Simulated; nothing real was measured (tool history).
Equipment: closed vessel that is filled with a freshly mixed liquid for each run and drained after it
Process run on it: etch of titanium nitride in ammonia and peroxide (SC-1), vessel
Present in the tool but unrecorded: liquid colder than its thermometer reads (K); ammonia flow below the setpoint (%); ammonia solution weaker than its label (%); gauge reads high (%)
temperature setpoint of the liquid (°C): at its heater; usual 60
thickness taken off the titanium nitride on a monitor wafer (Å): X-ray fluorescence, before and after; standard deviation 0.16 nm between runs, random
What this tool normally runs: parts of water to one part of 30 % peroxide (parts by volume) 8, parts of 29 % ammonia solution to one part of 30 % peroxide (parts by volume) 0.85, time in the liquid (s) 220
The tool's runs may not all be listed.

run     day  temperature setpoint of the liquid (°C)  parts of water to one part of 30 % peroxide (parts by volume)  parts of 29 % ammonia solution to one part of 30 % peroxide (parts by volume)  time in the liquid (s)  wafers since the last listed run  hours since the thermometer was replaced  hours since the ammonia flow meter was replaced  hours since the drum of ammonia solution was connected  hours since the gauge calibration  read-back film thickness of the titanium nitride reference wafer, read on the same gauge (nm)  thickness taken off the titanium nitride on a monitor wafer (Å)
  1       0                                       60                                                            9.5                                                                           0.85                     220                                 0                                    2668.9                                           2467.2                                                     186                              150.3                                                                                          40.04                                                            368.2
      0.383  -- gauge calibrated
  2   0.717                                       60                                                            9.5                                                                           0.85                     220                               979                                    2686.1                                           2484.4                                                   203.2                                  8                                                                                          39.98                                                            364.8
  3   1.325                                       60                                                            9.5                                                                           0.85                     220                               831                                    2700.7                                             2499                                                   217.8                               22.6                                                                                          40.01                                                            366.1
  4   1.938                                       60                                                              8                                                                           0.85                     220                               836                                    2715.4                                           2513.7                                                   232.5                               37.3                                                                                             40                                                            397.4
  5   2.512                                       60                                                              8                                                                           0.85                     220                               785                                    2729.2                                           2527.5                                                   246.3                               51.1                                                                                          40.01                                                            397.8
  6   3.254                                       60                                                              8                                                                           0.85                     220                              1013                                      2747                                           2545.3                                                   264.1                               68.9                                                                                             40                                                            395.5
  7   3.812                                       60                                                              8                                                                           0.85                     220                               762                                    2760.4                                           2558.7                                                   277.5                               82.3                                                                                             40                                                            395.8
  8   4.554                                       60                                                              8                                                                           0.85                     220                              1013                                    2778.2                                           2576.5                                                   295.3                              100.1                                                                                          39.98                                                            394.1
  9   5.033                                       60                                                              8                                                                           0.85                     220                               654                                    2789.7                                             2588                                                   306.8                              111.6                                                                                             40                                                            395.1
 10   5.296                                       60                                                              8                                                                           0.85                     220                               358                                      2796                                           2594.3                                                   313.1                              117.9                                                                                          39.98                                                            392.4
      5.554  -- thermometer replaced
 11   5.671                                       60                                                              8                                                                           0.85                     220                               455                                       2.8                                           2603.3                                                   322.1                              126.9                                                                                          39.97                                                            456.2
 12   6.012                                       60                                                              8                                                                           0.85                     310                               466                                        11                                           2611.5                                                   330.3                              135.1                                                                                          40.01                                                            641.1
 13   6.333                                       60                                                              8                                                                           0.85                     220                               438                                      18.7                                           2619.2                                                     338                              142.8                                                                                          40.04                                                            455.5
 14   6.912                                       60                                                            9.5                                                                           0.85                     220                               791                                      32.6                                           2633.1                                                   351.9                              156.7                                                                                          40.01                                                            417.8
 15   7.171                                       69                                                              8                                                                           0.85                     275                               352                                      38.8                                           2639.3                                                   358.1                              162.9                                                                                          40.01                                                           1010.8
      8.025  -- new drum of ammonia solution connected
      8.167  -- gauge calibrated
      8.188  -- ammonia flow meter replaced
 16   9.396                                       57                                                            5.5                                                                            0.5                     110                              2926                                      92.2                                               29                                                    32.9                               29.5                                                                                          40.02                                                            210.2
 17   9.946                                       60                                                           10.5                                                                           0.95                     100                               751                                     105.4                                             42.2                                                    46.1                               42.7                                                                                          39.97                                                            186.8
 18  10.546                                       60                                                              8                                                                           0.85                     220                               819                                     119.8                                             56.6                                                    60.5                               57.1                                                                                             40                                                            458.9
 19  10.979                                       53                                                              5                                                                           0.85                     295                               592                                     130.2                                               67                                                    70.9                               67.5                                                                                          40.01                                                              481
 20  11.262                                       60                                                              5                                                                           0.85                     220                               387                                       137                                             73.8                                                    77.7                               74.3                                                                                             40                                                            571.5
 21  11.846                                       60                                                              8                                                                           0.85                     220                               797                                       151                                             87.8                                                    91.7                               88.3                                                                                          40.01                                                              457
 22  12.117                                       60                                                            9.5                                                                           0.85                     310                               370                                     157.5                                             94.3                                                    98.2                               94.8                                                                                          39.99                                                              596

Here are 4 independent what-if runs from the current tool condition. What would each one return?
  A  12.146                                       60                                                              8                                                                           0.85                     220                                39                                     158.2                                               95                                                    98.9                               95.5                                                                                              ?                                                                ?
  B  12.146                                       63                                                            9.5                                                                           0.45                     280                                39                                     158.2                                               95                                                    98.9                               95.5                                                                                              ?                                                                ?
  C  12.146                                     56.5                                                            5.5                                                                           0.95                     350                                39                                     158.2                                               95                                                    98.9                               95.5                                                                                              ?                                                                ?
  D  12.146                                     51.5                                                              8                                                                           0.65                     350                                39                                     158.2                                               95                                                    98.9                               95.5                                                                                              ?                                                                ?

run  read-back film thickness of the titanium nitride reference wafer, read on the same gauge (nm)  thickness taken off the titanium nitride on a monitor wafer (Å)
  A                                                                                             40                                                            456.7
  B                                                                                             40                                                              583
  C                                                                                             40                                                            697.3
  D                                                                                             40                                                            392.8
Take away the tool's hidden state, keep each run's random variation, and the runs would have read:
run  thickness taken off the titanium nitride on a monitor wafer (Å)
  A                                                            470.4
  B                                                            601.3
  C                                                            717.6
  D                                                            405.4

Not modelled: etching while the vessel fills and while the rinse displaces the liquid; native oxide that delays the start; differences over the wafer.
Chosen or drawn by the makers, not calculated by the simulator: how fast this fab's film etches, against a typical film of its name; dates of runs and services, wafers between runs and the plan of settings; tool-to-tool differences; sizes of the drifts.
